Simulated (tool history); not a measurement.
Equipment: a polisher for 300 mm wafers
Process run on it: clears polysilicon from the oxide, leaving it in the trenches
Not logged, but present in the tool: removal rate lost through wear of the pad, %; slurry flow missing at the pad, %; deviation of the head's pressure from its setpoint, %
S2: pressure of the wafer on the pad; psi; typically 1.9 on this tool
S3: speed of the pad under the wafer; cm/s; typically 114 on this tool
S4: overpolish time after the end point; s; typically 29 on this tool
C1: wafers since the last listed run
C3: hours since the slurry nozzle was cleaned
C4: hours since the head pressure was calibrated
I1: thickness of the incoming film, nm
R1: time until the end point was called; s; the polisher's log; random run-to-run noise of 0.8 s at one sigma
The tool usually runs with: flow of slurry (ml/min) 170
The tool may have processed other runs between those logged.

Run 1, day 0: usual settings; C1 0; wafers polished on this pad 2450; C3 69.9; C4 110.9; I1 490.3. Result: R1 53.7 s.
Run 2, day 1.958: usual settings but S4 42 s; C1 577; wafers polished on this pad 3027; C3 116.9; C4 157.9; I1 493.2. Result: R1 53.9 s.
Run 3, day 5.471: usual settings but S4 42 s; C1 1035; wafers polished on this pad 4063; C3 201.2; C4 242.2; I1 484.6. Result: R1 53.8 s.
At day 6.167: worn pad replaced by a new one.
Run 4, day 8.808: usual settings but S4 25 s; C1 935; wafers polished on this pad 779; C3 281.3; C4 322.3; I1 490.8. Result: R1 55.1 s.
Run 5, day 11.938: usual settings; C1 922; wafers polished on this pad 1702; C3 356.4; C4 397.4; I1 486.5. Result: R1 54.7 s.
Run 6, day 13.958: usual settings; C1 596; wafers polished on this pad 2298; C3 404.9; C4 445.9; I1 489.8. Result: R1 54.8 s.
Run 7, day 16.104: usual settings; C1 632; wafers polished on this pad 2931; C3 456.4; C4 497.4; I1 488.4. Result: R1 54.3 s.
Run 8, day 18.525: usual settings; C1 713; wafers polished on this pad 3645; C3 514.5; C4 555.5; I1 485.6. Result: R1 56.3 s.
At day 18.808: worn pad replaced by a new one.
Run 9, day 20.288: usual settings; C1 470; wafers polished on this pad 436; C3 556.8; C4 597.8; I1 484.3. Result: R1 57 s.
At day 20.388: slurry nozzle cleaned.
Run 10, day 22.925: usual settings; C1 765; wafers polished on this pad 1201; C3 60.9; C4 661.1; I1 484.2. Result: R1 56.2 s.
At day 24.746: head pressure recalibrated.
Run 11, day 25.375: usual settings; C1 698; wafers polished on this pad 1899; C3 119.7; C4 15.1; I1 492.7. Result: R1 55.1 s.
Run 12, day 27.288: usual settings but S2 1.6 psi; C1 564; wafers polished on this pad 2463; C3 165.6; C4 61; I1 487.3. Result: R1 62.5 s.
Run 13, day 29.158: usual settings but flow of slurry (ml/min) 145, S2 2.4 psi; C1 551; wafers polished on this pad 3015; C3 210.5; C4 105.9; I1 487.5. Result: R1 45.6 s.
At day 30.733: worn pad replaced by a new one.
Run 14, day 33.529: usual settings but S2 2.1 psi, S3 76 cm/s, S4 37 s; C1 1239; wafers polished on this pad 824; C3 315.4; C4 210.8; I1 488.2. Result: R1 64.9 s.
Run 15, day 35.183: usual settings but S2 1.6 psi, S4 39 s; C1 487; wafers polished on this pad 1312; C3 355.1; C4 250.5; I1 494.9. Result: R1 63.4 s.
Run 16, day 37.85: usual settings but flow of slurry (ml/min) 120; C1 786; wafers polished on this pad 2098; C3 419.1; C4 314.5; I1 488.9. Result: R1 58.7 s.
Run 17, day 43.162: usual settings but S3 80 cm/s; C1 1566; wafers polished on this pad 3665; C3 546.6; C4 442; I1 486.3. Result: R1 69.2 s.
At day 44.762: worn pad replaced by a new one.
At day 44.95: slurry nozzle cleaned.
Run 18, day 47.512: usual settings; C1 1221; wafers polished on this pad 798; C3 61.5; C4 546.4; I1 492.3. Result: R1 57.2 s.
Run 19, day 49.117: usual settings but flow of slurry (ml/min) 205; C1 473; wafers polished on this pad 1271; C3 100; C4 584.9; I1 489.5. Result: R1 54.2 s.
Run 20, day 52.417: usual settings; C1 973; wafers polished on this pad 2245; C3 179.2; C4 664.1; I1 493. Result: R1 58.4 s.
At day 53.654: head pressure recalibrated.
Run 21, day 56.25: usual settings but S2 2.5 psi, S3 134 cm/s, S4 22 s; C1 1106; wafers polished on this pad 3351; C3 271.2; C4 62.3; I1 490.6. Result: R1 37 s.
Run 22, day 58.229: usual settings but flow of slurry (ml/min) 145, S4 38 s; C1 583; wafers polished on this pad 3934; C3 318.7; C4 109.8; I1 490.1. Result: R1 55.9 s.
At day 59.475: worn pad replaced by a new one.
Run 23, day 60.808: usual settings but S4 43 s; C1 711; wafers polished on this pad 393; C3 380.6; C4 171.7; I1 498.4. Result: R1 54.8 s.
Run 24, day 64.633: usual settings but flow of slurry (ml/min) 120, S3 124 cm/s; C1 1128; wafers polished on this pad 1521; C3 472.4; C4 263.5; I1 482.3. Result: R1 54.1 s.

Consider 4 possible next runs. They are alternatives, not a sequence: every one starts from the tool as it was left by run 24. What does each give?
Run A, day 64.65: usual settings; C1 4; wafers polished on this pad 1526; C3 472.8; C4 263.9; I1 488.3. Result: R1 ?.
Run B, day 64.65: usual settings but flow of slurry (ml/min) 190, S2 1.3 psi, S3 74 cm/s, S4 38 s; C1 4; wafers polished on this pad 1526; C3 472.8; C4 263.9; I1 488.3. Result: R1 ?.
Run C, day 64.65: usual settings but flow of slurry (ml/min) 140, S2 2.4 psi, S3 102 cm/s, S4 19 s; C1 4; wafers polished on this pad 1526; C3 472.8; C4 263.9; I1 488.3. Result: R1 ?.
Run D, day 64.65: usual settings but S2 1.7 psi, S3 146 cm/s; C1 4; wafers polished on this pad 1526; C3 472.8; C4 263.9; I1 488.3. Result: R1 ?.

run    R1
  A  54.2
  B  94.7
  C  50.1
  D  49.5
What these runs would have given with no unlogged condition in the tool:
run    R1
  A    54
  B  94.4
  C  49.9
  D  49.4

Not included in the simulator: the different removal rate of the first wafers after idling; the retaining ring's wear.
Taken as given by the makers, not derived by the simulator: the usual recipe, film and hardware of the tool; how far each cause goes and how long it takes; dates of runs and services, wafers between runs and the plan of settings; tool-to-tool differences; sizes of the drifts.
